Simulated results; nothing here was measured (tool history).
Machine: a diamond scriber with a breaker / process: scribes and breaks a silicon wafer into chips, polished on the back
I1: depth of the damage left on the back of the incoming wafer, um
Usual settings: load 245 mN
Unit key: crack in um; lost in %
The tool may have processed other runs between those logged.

{"run": 1, "hour": 0.0, "load": 291, "I1": 0.05, "crack": 13.19, "lost": 1.46}
{"hour": 6.3, "done": "diamond tip replaced by a new one"}
{"run": 2, "hour": 48.6, "load": 291, "I1": 0.05, "crack": 13.0, "lost": 1.25}
{"run": 3, "hour": 103.5, "load": 260, "I1": 0.05, "crack": 12.2, "lost": 0.88}
{"run": 4, "hour": 164.4, "load": 260, "I1": 0.04, "crack": 12.2, "lost": 0.99}
{"run": 5, "hour": 222.8, "load": 260, "I1": 0.04, "crack": 11.99, "lost": 0.92}
{"run": 6, "hour": 265.4, "load": 245, "I1": 0.02, "crack": 11.49, "lost": 2.06}
{"run": 7, "hour": 322.8, "load": 245, "I1": 0.03, "crack": 11.46, "lost": 2.28}
{"run": 8, "hour": 358.1, "load": 245, "I1": 0.01, "crack": 11.27, "lost": 2.32}
{"run": 9, "hour": 409.7, "load": 245, "I1": 0.03, "crack": 11.17, "lost": 2.52}
{"run": 10, "hour": 460.9, "load": 278, "I1": 0.04, "crack": 12.33, "lost": 0.76}
{"run": 11, "hour": 519.0, "load": 278, "I1": 0.04, "crack": 12.55, "lost": 0.77}
{"hour": 553.3, "done": "diamond tip replaced by a new one"}
{"hour": 579.0, "done": "load on the tip recalibrated"}
{"run": 12, "hour": 579.8, "load": 213, "I1": 0.03, "crack": 10.85, "lost": 3.7}
{"run": 13, "hour": 620.9, "load": 245, "I1": 0.02, "crack": 12.17, "lost": 0.84}
{"run": 14, "hour": 656.9, "load": 224, "I1": 0.04, "crack": 11.25, "lost": 2.61}
{"run": 15, "hour": 725.6, "load": 224, "I1": 0.05, "crack": 11.01, "lost": 2.89}
{"run": 16, "hour": 765.3, "load": 245, "I1": 0.03, "crack": 12.05, "lost": 1.11}
{"run": 17, "hour": 829.9, "load": 245, "I1": 0.02, "crack": 11.68, "lost": 1.2}
{"run": 18, "hour": 879.7, "load": 245, "I1": 0.03, "crack": 12.0, "lost": 1.29}
{"run": 19, "hour": 923.9, "load": 245, "I1": 0.04, "crack": 11.7, "lost": 1.36}
{"run": 20, "hour": 991.9, "load": 245, "I1": 0.04, "crack": 11.75, "lost": 1.47}
{"run": 21, "hour": 1021.7, "load": 185, "I1": 0.03, "crack": 9.57, "lost": 14.06}
{"run": 22, "hour": 1049.0, "load": 222, "I1": 0.03, "crack": 10.82, "lost": 4.15}
{"hour": 1107.6, "done": "diamond tip replaced by a new one"}
{"run": 23, "hour": 1154.0, "load": 181, "I1": 0.04, "crack": 9.11, "lost": 14.01}
{"run": 24, "hour": 1216.3, "load": 287, "I1": 0.02, "crack": 12.84, "lost": 0.96}
{"run": 25, "hour": 1270.8, "load": 172, "I1": 0.04, "crack": 8.77, "lost": 20.38}
{"run": 26, "hour": 1298.9, "load": 291, "I1": 0.03, "crack": 13.04, "lost": 0.99}
{"run": 27, "hour": 1352.4, "load": 197, "I1": 0.01, "crack": 9.48, "lost": 10.1}
{"run": 28, "hour": 1380.4, "load": 260, "I1": 0.04, "crack": 11.86, "lost": 1.25}
{"run": 29, "hour": 1431.9, "load": 177, "I1": 0.02, "crack": 8.78, "lost": 19.17}
{"run": 30, "hour": 1460.0, "load": 245, "I1": 0.03, "crack": 10.92, "lost": 2.91}
{"run": 31, "hour": 1486.5, "load": 203, "I1": 0.04, "crack": 9.66, "lost": 10.36}
{"run": 32, "hour": 1520.9, "load": 218, "I1": 0.04, "crack": 10.34, "lost": 7.64}
{"run": 33, "hour": 1576.1, "load": 281, "I1": 0.02, "crack": 12.15, "lost": 0.87}
{"hour": 1622.6, "done": "diamond tip replaced by a new one"}
{"run": 34, "hour": 1643.3, "load": 245, "I1": 0.03, "crack": 11.3, "lost": 3.14}
{"run": 35, "hour": 1685.3, "load": 245, "I1": 0.03, "crack": 10.91, "lost": 3.29}
{"run": 36, "hour": 1753.8, "load": 315, "I1": 0.02, "crack": 13.39, "lost": 1.29}

Consider 4 possible next runs. They are alternatives, not a sequence: every one starts from the tool as it was left by run 36. What does each give?
{"run": "A", "hour": 1754.5, "load": 175, "I1": 0.04, "crack": "?", "lost": "?"}
{"run": "B", "hour": 1754.5, "load": 194, "I1": 0.04, "crack": "?", "lost": "?"}
{"run": "C", "hour": 1754.5, "load": 301, "I1": 0.04, "crack": "?", "lost": "?"}
{"run": "D", "hour": 1754.5, "load": 284, "I1": 0.04, "crack": "?", "lost": "?"}

run=A crack=8.47 lost=21.66
run=B crack=9.18 lost=14.61
run=C crack=12.78 lost=0.76
run=D crack=12.24 lost=0.82
Without the tool's hidden state the same runs would have given:
run=A crack=9.70 lost=10.43
run=B crack=10.51 lost=5.46
run=C crack=14.62 lost=4.23
run=D crack=14.01 lost=2.56
